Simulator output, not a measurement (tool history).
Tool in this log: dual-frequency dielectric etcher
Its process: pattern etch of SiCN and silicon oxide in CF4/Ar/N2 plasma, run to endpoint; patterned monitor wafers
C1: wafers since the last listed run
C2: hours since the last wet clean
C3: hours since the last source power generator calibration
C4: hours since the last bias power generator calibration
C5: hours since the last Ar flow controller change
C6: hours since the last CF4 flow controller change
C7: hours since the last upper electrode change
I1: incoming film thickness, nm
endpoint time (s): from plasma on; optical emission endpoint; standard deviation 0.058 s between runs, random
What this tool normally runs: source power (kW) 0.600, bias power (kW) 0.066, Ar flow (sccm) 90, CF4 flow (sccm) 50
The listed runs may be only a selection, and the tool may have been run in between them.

run 1 hour=0.0 | source_power_(kW)=0.600 bias_power_(kW)=0.066 Ar_flow_(sccm)=90 CF4_flow_(sccm)=50 | C1=0 C2=295.7 C3=3319.8 C4=462.2 C5=368.1 C6=1568.9 C7=5404.3 | I1=9.44 | endpoint_time_(s)=8.9
run 2 hour=61.5 | source_power_(kW)=0.600 bias_power_(kW)=0.066 Ar_flow_(sccm)=90 CF4_flow_(sccm)=50 | C1=1239 C2=357.2 C3=3381.3 C4=523.7 C5=429.6 C6=1630.4 C7=5465.8 | I1=9.42 | endpoint_time_(s)=8.9
run 3 hour=103.1 | source_power_(kW)=0.740 bias_power_(kW)=0.077 Ar_flow_(sccm)=90 CF4_flow_(sccm)=50 | C1=838 C2=398.8 C3=3422.9 C4=565.3 C5=471.2 C6=1672.0 C7=5507.4 | I1=9.40 | endpoint_time_(s)=6.8
run 4 hour=151.1 | source_power_(kW)=0.600 bias_power_(kW)=0.066 Ar_flow_(sccm)=90 CF4_flow_(sccm)=61 | C1=967 C2=446.8 C3=3470.9 C4=613.3 C5=519.2 C6=1720.0 C7=5555.4 | I1=9.43 | endpoint_time_(s)=8.7
run 5 hour=253.8 | source_power_(kW)=0.600 bias_power_(kW)=0.066 Ar_flow_(sccm)=90 CF4_flow_(sccm)=46 | C1=2070 C2=549.5 C3=3573.6 C4=716.0 C5=621.9 C6=1822.7 C7=5658.1 | I1=9.52 | endpoint_time_(s)=9.0
run 6 hour=303.2 | source_power_(kW)=0.690 bias_power_(kW)=0.066 Ar_flow_(sccm)=90 CF4_flow_(sccm)=50 | C1=995 C2=598.9 C3=3623.0 C4=765.4 C5=671.3 C6=1872.1 C7=5707.5 | I1=9.51 | endpoint_time_(s)=7.8
-- hour=382.3 wet clean of the chamber
run 7 hour=442.0 | source_power_(kW)=0.490 bias_power_(kW)=0.058 Ar_flow_(sccm)=106 CF4_flow_(sccm)=58 | C1=2314 C2=59.7 C3=3761.8 C4=904.2 C5=810.1 C6=2010.9 C7=5846.3 | I1=9.39 | endpoint_time_(s)=11.5
-- hour=484.5 upper electrode replaced
-- hour=519.6 source power generator calibrated
run 8 hour=530.7 | source_power_(kW)=0.600 bias_power_(kW)=0.052 Ar_flow_(sccm)=90 CF4_flow_(sccm)=50 | C1=1223 C2=148.4 C3=11.1 C4=992.9 C5=898.8 C6=2099.6 C7=46.2 | I1=9.36 | endpoint_time_(s)=9.8
run 9 hour=624.3 | source_power_(kW)=0.700 bias_power_(kW)=0.055 Ar_flow_(sccm)=90 CF4_flow_(sccm)=50 | C1=1886 C2=242.0 C3=104.7 C4=1086.5 C5=992.4 C6=2193.2 C7=139.8 | I1=9.46 | endpoint_time_(s)=8.4
run 10 hour=725.7 | source_power_(kW)=0.600 bias_power_(kW)=0.066 Ar_flow_(sccm)=73 CF4_flow_(sccm)=50 | C1=2043 C2=343.4 C3=206.1 C4=1187.9 C5=1093.8 C6=2294.6 C7=241.2 | I1=9.38 | endpoint_time_(s)=8.7
run 11 hour=779.9 | source_power_(kW)=0.600 bias_power_(kW)=0.066 Ar_flow_(sccm)=100 CF4_flow_(sccm)=55 | C1=1092 C2=397.6 C3=260.3 C4=1242.1 C5=1148.0 C6=2348.8 C7=295.4 | I1=9.37 | endpoint_time_(s)=8.9
run 12 hour=913.3 | source_power_(kW)=0.600 bias_power_(kW)=0.066 Ar_flow_(sccm)=90 CF4_flow_(sccm)=50 | C1=2688 C2=531.0 C3=393.7 C4=1375.5 C5=1281.4 C6=2482.2 C7=428.8 | I1=9.41 | endpoint_time_(s)=8.9
-- hour=933.5 CF4 flow controller replaced
run 13 hour=962.4 | source_power_(kW)=0.520 bias_power_(kW)=0.071 Ar_flow_(sccm)=90 CF4_flow_(sccm)=50 | C1=868 C2=580.1 C3=442.8 C4=1424.6 C5=1330.5 C6=28.9 C7=477.9 | I1=9.32 | endpoint_time_(s)=9.9
-- hour=1005.8 wet clean of the chamber
run 14 hour=1068.1 | source_power_(kW)=0.490 bias_power_(kW)=0.054 Ar_flow_(sccm)=74 CF4_flow_(sccm)=50 | C1=1646 C2=62.3 C3=548.5 C4=1530.3 C5=1436.2 C6=134.6 C7=583.6 | I1=9.34 | endpoint_time_(s)=11.5
run 15 hour=1136.9 | source_power_(kW)=0.600 bias_power_(kW)=0.066 Ar_flow_(sccm)=90 CF4_flow_(sccm)=50 | C1=1386 C2=131.1 C3=617.3 C4=1599.1 C5=1505.0 C6=203.4 C7=652.4 | I1=9.40 | endpoint_time_(s)=9.0
run 16 hour=1200.7 | source_power_(kW)=0.600 bias_power_(kW)=0.066 Ar_flow_(sccm)=90 CF4_flow_(sccm)=55 | C1=1286 C2=194.9 C3=681.1 C4=1662.9 C5=1568.8 C6=267.2 C7=716.2 | I1=9.47 | endpoint_time_(s)=8.9
run 17 hour=1239.0 | source_power_(kW)=0.600 bias_power_(kW)=0.066 Ar_flow_(sccm)=90 CF4_flow_(sccm)=50 | C1=772 C2=233.2 C3=719.4 C4=1701.2 C5=1607.1 C6=305.5 C7=754.5 | I1=9.38 | endpoint_time_(s)=8.9
run 18 hour=1343.5 | source_power_(kW)=0.600 bias_power_(kW)=0.066 Ar_flow_(sccm)=90 CF4_flow_(sccm)=50 | C1=2106 C2=337.7 C3=823.9 C4=1805.7 C5=1711.6 C6=410.0 C7=859.0 | I1=9.43 | endpoint_time_(s)=9.0
run 19 hour=1436.5 | source_power_(kW)=0.600 bias_power_(kW)=0.066 Ar_flow_(sccm)=79 CF4_flow_(sccm)=45 | C1=1874 C2=430.7 C3=916.9 C4=1898.7 C5=1804.6 C6=503.0 C7=952.0 | I1=9.32 | endpoint_time_(s)=8.9
run 20 hour=1534.7 | source_power_(kW)=0.600 bias_power_(kW)=0.066 Ar_flow_(sccm)=90 CF4_flow_(sccm)=50 | C1=1979 C2=528.9 C3=1015.1 C4=1996.9 C5=1902.8 C6=601.2 C7=1050.2 | I1=9.41 | endpoint_time_(s)=8.9
-- hour=1547.1 bias power generator calibrated
run 21 hour=1631.7 | source_power_(kW)=0.680 bias_power_(kW)=0.066 Ar_flow_(sccm)=90 CF4_flow_(sccm)=50 | C1=1874 C2=625.9 C3=1112.1 C4=84.6 C5=1999.8 C6=698.2 C7=1147.2 | I1=9.37 | endpoint_time_(s)=7.8

Run 22, settings as shown, results not yet in. Your forecast:
run 22 hour=1738.7 | source_power_(kW)=0.600 bias_power_(kW)=0.066 Ar_flow_(sccm)=78 CF4_flow_(sccm)=40 | C1=2156 C2=732.9 C3=1219.1 C4=191.6 C5=2106.8 C6=805.2 C7=1254.2 | I1=9.35 | endpoint_time_(s)=?

endpoint time (s): 8.8
On a tool with no hidden condition, and with the same random variation, this run would have come out at endpoint time (s) 8.8.

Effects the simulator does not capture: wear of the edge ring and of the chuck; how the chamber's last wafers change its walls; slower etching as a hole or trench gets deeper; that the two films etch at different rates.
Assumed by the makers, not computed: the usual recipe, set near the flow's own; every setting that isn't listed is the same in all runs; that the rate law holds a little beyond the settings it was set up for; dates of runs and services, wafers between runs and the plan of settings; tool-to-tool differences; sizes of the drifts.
